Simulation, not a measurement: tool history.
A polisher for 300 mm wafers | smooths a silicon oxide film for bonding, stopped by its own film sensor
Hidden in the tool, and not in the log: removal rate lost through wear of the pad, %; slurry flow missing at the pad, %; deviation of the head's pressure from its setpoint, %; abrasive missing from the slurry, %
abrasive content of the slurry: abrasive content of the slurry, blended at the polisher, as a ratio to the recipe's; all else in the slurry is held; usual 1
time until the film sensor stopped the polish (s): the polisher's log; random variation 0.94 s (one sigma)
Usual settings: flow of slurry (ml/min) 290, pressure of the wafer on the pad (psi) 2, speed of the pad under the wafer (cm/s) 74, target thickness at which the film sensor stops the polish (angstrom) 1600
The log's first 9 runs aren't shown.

run    hour  flow of slurry (ml/min)  pressure of the wafer on the pad (psi)  speed of the pad under the wafer (cm/s)  abrasive content of the slurry  target thickness at which the film sensor stops the polish (angstrom)  wafers since the last listed run  wafers polished on this pad  hours since the slurry nozzle was cleaned  hours since the head pressure was calibrated  hours since the slurry blender was calibrated  incoming thickness of the incoming film, nm  time until the film sensor stopped the polish (s)
 10   614.4                      290                                       2                                       88                               1                                                                   1560                               506                         8575                                      526.2                                         152.1                                          375.4                                        191.5                                               51.9
      661.9  -- worn pad replaced by a new one
 11   683.1                      290                                       2                                       74                               1                                                                   1680                               750                          245                                      594.9                                         220.8                                          444.1                                        190.5                                                 39
 12   730.8                      325                                       2                                       74                            0.75                                                                   1600                               553                          799                                      642.6                                         268.5                                          491.8                                        187.4                                               61.1
 13   811.8                      290                                       2                                       82                            0.75                                                                   1600                               939                         1738                                      723.6                                         349.5                                          572.8                                        190.8                                               62.9
      865.3  -- slurry nozzle cleaned
      919.1  -- slurry blender recalibrated
 14  1128.6                      290                                     1.7                                       74                            0.85                                                                   1700                              3638                         5376                                      263.3                                         666.3                                          209.5                                        189.3                                                 44
 15    1233                      290                                       2                                       74                               1                                                                   1600                              1210                         6586                                      367.7                                         770.7                                          313.9                                        192.2                                               53.4
 16  1300.8                      290                                       2                                       74                               1                                                                   1600                               786                         7372                                      435.5                                         838.5                                          381.7                                        194.1                                               57.2
 17  1386.7                      290                                     1.4                                       74                               1                                                                   1600                               995                         8368                                      521.4                                         924.4                                          467.6                                        192.4                                               74.8
 18  1425.5                      380                                     2.2                                       74                               1                                                                   1600                               449                         8818                                      560.2                                         963.2                                          506.4                                        190.3                                               44.5
     1481.7  -- worn pad replaced by a new one
 19  1514.2                      290                                       2                                       74                            0.85                                                                   1600                               982                          376                                      648.9                                        1051.9                                          595.1                                        192.2                                               62.4
 20    1581                      290                                       2                                       98                               1                                                                   1520                               774                         1151                                      715.7                                        1118.7                                          661.9                                        188.5                                               51.8
     1623.5  -- slurry nozzle cleaned
 21  1630.1                      290                                       2                                       74                               1                                                                   1600                               557                         1708                                        6.6                                        1167.8                                            711                                        189.2                                               49.2
     1679.6  -- slurry blender recalibrated
 22  1713.2                      290                                       2                                       96                             0.8                                                                   1540                               940                         2648                                       89.7                                        1250.9                                           33.6                                        192.8                                                 66
     1815.9  -- head pressure recalibrated
 23  1817.8                      190                                     2.3                                       74                            0.75                                                                   1640                              1189                         3838                                      194.3                                           1.9                                          138.2                                        192.4                                               59.7
 24  2005.9                      375                                       2                                       74                               1                                                                   1650                              2180                         6019                                      382.4                                           190                                          326.3                                        187.3                                               36.2
 25  2060.7                      290                                       2                                       74                               1                                                                   1600                               635                         6654                                      437.2                                         244.8                                          381.1                                        188.5                                               48.3
     2223.1  -- worn pad replaced by a new one
 26    2314                      290                                     1.5                                       74                               1                                                                   1600                              2890                         1053                                      690.5                                         498.1                                          634.4                                        190.6                                                 66

Forecast run 27:
 27  2369.6                      290                                       2                                       86                               1                                                                   1510                               644                         1697                                      746.1                                         553.7                                            690                                        187.7                                                  ?

{"run 27": {"time until the film sensor stopped the polish (s)": 55.6}}
Without the tool's hidden state the same run would have given time until the film sensor stopped the polish (s) 55.6.
